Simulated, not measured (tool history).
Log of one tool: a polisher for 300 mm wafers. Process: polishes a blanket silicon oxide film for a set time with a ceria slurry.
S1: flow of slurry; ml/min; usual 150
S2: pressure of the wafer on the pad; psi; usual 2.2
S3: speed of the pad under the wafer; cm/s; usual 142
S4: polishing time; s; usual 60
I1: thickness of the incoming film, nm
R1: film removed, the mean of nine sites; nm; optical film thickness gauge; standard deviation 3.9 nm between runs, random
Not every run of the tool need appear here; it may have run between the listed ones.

run    hour   S1   S2   S3  S4      I1     R1
  1     0.0  150  2.2  142  72  1593.2  390.9
       16.4  -- worn pad replaced by a new one
  2    50.7  150  2.2  142  72  1599.7  389.4
  3    88.8  150  2.7  142  60  1571.0  406.3
      206.3  -- head pressure recalibrated
  4   206.8  150  2.7  142  60  1578.3  366.3
      248.7  -- slurry nozzle cleaned
  5   273.2  150  2.6  142  60  1604.7  371.7
  6   311.7  150  2.2  142  44  1597.9  230.9
  7   338.6  150  2.2  142  44  1594.8  231.5
      394.1  -- worn pad replaced by a new one
  8   399.0  150  2.2  142  60  1602.6  327.3
  9   461.6  150  2.2  142  46  1580.5  239.8
 10   514.1  150  2.2  142  46  1606.8  248.2
 11   579.6  150  2.2  142  46  1585.3  236.2
      621.3  -- slurry nozzle cleaned
 12   625.1  165  2.2  142  60  1575.4  338.0
 13   655.6  165  2.2  142  60  1577.3  341.6
      750.4  -- head pressure recalibrated
      780.7  -- worn pad replaced by a new one
 14   867.9  165  2.2  142  60  1590.7  321.5
 15   955.6  150  2.2  142  60  1608.2  311.9
 16  1011.4  150  2.2  142  60  1587.1  296.4
 17  1051.4  150  2.2  142  74  1573.9  353.6
     1054.1  -- slurry nozzle cleaned
 18  1111.6  150  2.2  142  69  1559.7  382.5
 19  1139.1  185  1.4  142  60  1605.1  216.9
     1148.0  -- worn pad replaced by a new one
 20  1175.7  170  2.7  142  60  1618.2  406.2
 21  1210.1  100  2.5  182  69  1599.6  493.8
 22  1238.6  150  2.2  142  60  1604.8  327.0
 23  1297.8  150  1.6  142  60  1610.4  237.2
 24  1361.4  150  2.2  190  60  1615.8  433.5
 25  1403.8  150  2.7  126  60  1608.4  356.5
 26  1455.4  150  2.2  142  44  1584.3  233.4
     1470.2  -- head pressure recalibrated
     1491.9  -- slurry nozzle cleaned
     1621.0  -- worn pad replaced by a new one
 27  1642.5  150  1.6  142  60  1599.0  225.4
 28  1670.8  150  2.2  142  45  1608.7  235.5
 29  1709.7  150  2.2  142  60  1597.9  319.3
 30  1771.2  190  2.7  166  60  1585.1  455.6
 31  1815.2  105  1.6  168  40  1613.5  162.1
 32  1853.3  195  2.2  174  60  1615.8  393.4
     1916.7  -- slurry nozzle cleaned
 33  1925.3  110  2.7  142  60  1595.3  381.6
 34  1957.0  150  3.0  142  80  1621.5  607.6
     1973.6  -- worn pad replaced by a new one
 35  2001.5  175  1.8  156  55  1605.5  292.7
 36  2060.6  150  2.2  142  60  1600.8  335.8

3 options for the next run, each taken on its own from the tool as it stands now. Forecast them:
  A  2061.0  150  2.2  142  60  1588.0   ?
  B  2061.0  170  2.2  114  47  1588.0   ?
  C  2061.0  120  2.6  102  75  1588.0   ?

run     R1
  A  336.2
  B  215.7
  C  342.4
Stripped of hidden state, with their random variation kept, the same runs would have yielded:
run     R1
  A  314.4
  B  201.5
  C  321.0
